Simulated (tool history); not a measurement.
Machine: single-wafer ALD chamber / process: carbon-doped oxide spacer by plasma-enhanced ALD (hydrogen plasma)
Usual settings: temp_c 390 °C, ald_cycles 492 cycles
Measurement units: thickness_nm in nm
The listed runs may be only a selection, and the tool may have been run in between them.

| run | hour | temp_c | ald_cycles | read-back reference wafer on the same gauge, thickness_nm | thickness_nm |
|---|---|---|---|---|---|
| 1 | 0.0 | 390 | 492 | 22.910 | 25.378 |
| 2 | 60.2 | 387 | 527 | 22.895 | 27.316 |
| 3 | 111.8 | 387 | 527 | 22.917 | 27.093 |
| 4 | 325.2 | 387 | 527 | 22.895 | 27.132 |
| 5 | 357.7 | 382 | 492 | 22.877 | 25.459 |
| 6 | 422.4 | 382 | 492 | 22.907 | 25.443 |
| 7 | 458.4 | 382 | 492 | 22.913 | 25.319 |
| 8 | 522.8 | 399 | 492 | 22.906 | 25.388 |
| 9 | 557.9 | 399 | 492 | 22.914 | 25.371 |
| 10 | 592.2 | 397 | 492 | 22.907 | 25.482 |
| 11 | 630.1 | 397 | 492 | 22.873 | 25.377 |
| 12 | 701.1 | 397 | 492 | 22.879 | 25.393 |
| 13 | 729.0 | 390 | 492 | 22.899 | 25.372 |
| 14 | 793.6 | 390 | 492 | 22.906 | 25.377 |
| 15 | 855.6 | 390 | 492 | 22.903 | 25.411 |
|  | 882.4 | thermocouple changed; heater temperature recalibrated |
| 16 | 891.4 | 384 | 447 | 22.897 | 23.071 |
| 17 | 919.4 | 390 | 521 | 22.905 | 26.868 |
| 18 | 961.5 | 390 | 521 | 22.909 | 26.982 |
| 19 | 990.2 | 390 | 521 | 22.915 | 26.842 |
| 20 | 1042.0 | 383 | 438 | 22.910 | 22.770 |
| 21 | 1088.1 | 390 | 444 | 22.901 | 22.969 |
| 22 | 1156.0 | 390 | 492 | 22.900 | 25.406 |
| 23 | 1214.1 | 390 | 492 | 22.895 | 25.510 |
| 24 | 1279.3 | 404 | 445 | 22.913 | 22.810 |
| 25 | 1303.3 | 390 | 492 | 22.892 | 25.519 |
| 26 | 1374.6 | 390 | 492 | 22.903 | 25.504 |
| 27 | 1412.2 | 390 | 492 | 22.898 | 25.347 |
| 28 | 1465.8 | 402 | 531 | 22.899 | 27.348 |
| 29 | 1514.2 | 376 | 527 | 22.928 | 27.270 |
|  | 1518.0 | gauge calibrated |
| 30 | 1542.0 | 390 | 524 | 22.934 | 27.106 |
| 31 | 1584.7 | 390 | 492 | 22.894 | 25.358 |
| 32 | 1610.3 | 399 | 407 | 22.887 | 21.052 |
| 33 | 1676.5 | 390 | 409 | 22.901 | 21.188 |
| 34 | 1703.5 | 378 | 543 | 22.895 | 28.193 |
| 35 | 1727.7 | 382 | 492 | 22.892 | 25.477 |
| 36 | 1798.7 | 381 | 531 | 22.914 | 27.480 |
| 37 | 1914.5 | 401 | 492 | 22.886 | 25.409 |
| 38 | 1967.8 | 390 | 492 | 22.903 | 25.447 |
| 39 | 2023.0 | 399 | 406 | 22.927 | 21.039 |
| 40 | 2082.8 | 377 | 568 | 22.899 | 29.334 |
| 41 | 2194.3 | 390 | 537 | 22.911 | 27.866 |
| 42 | 2230.8 | 398 | 524 | 22.903 | 27.079 |
| 43 | 2288.8 | 397 | 427 | 22.879 | 21.960 |
| 44 | 2335.5 | 385 | 492 | 22.901 | 25.358 |
| 45 | 2407.2 | 390 | 492 | 22.902 | 25.333 |

What will run 46 give?
| 46 | 2478.4 | 390 | 492 | ? | ? |

read-back reference wafer on the same gauge, thickness_nm: 22.878
thickness_nm: 25.445 nm
On a tool with no hidden condition, and with the same random variation, this run would have come out at thickness_nm 25.445 nm.
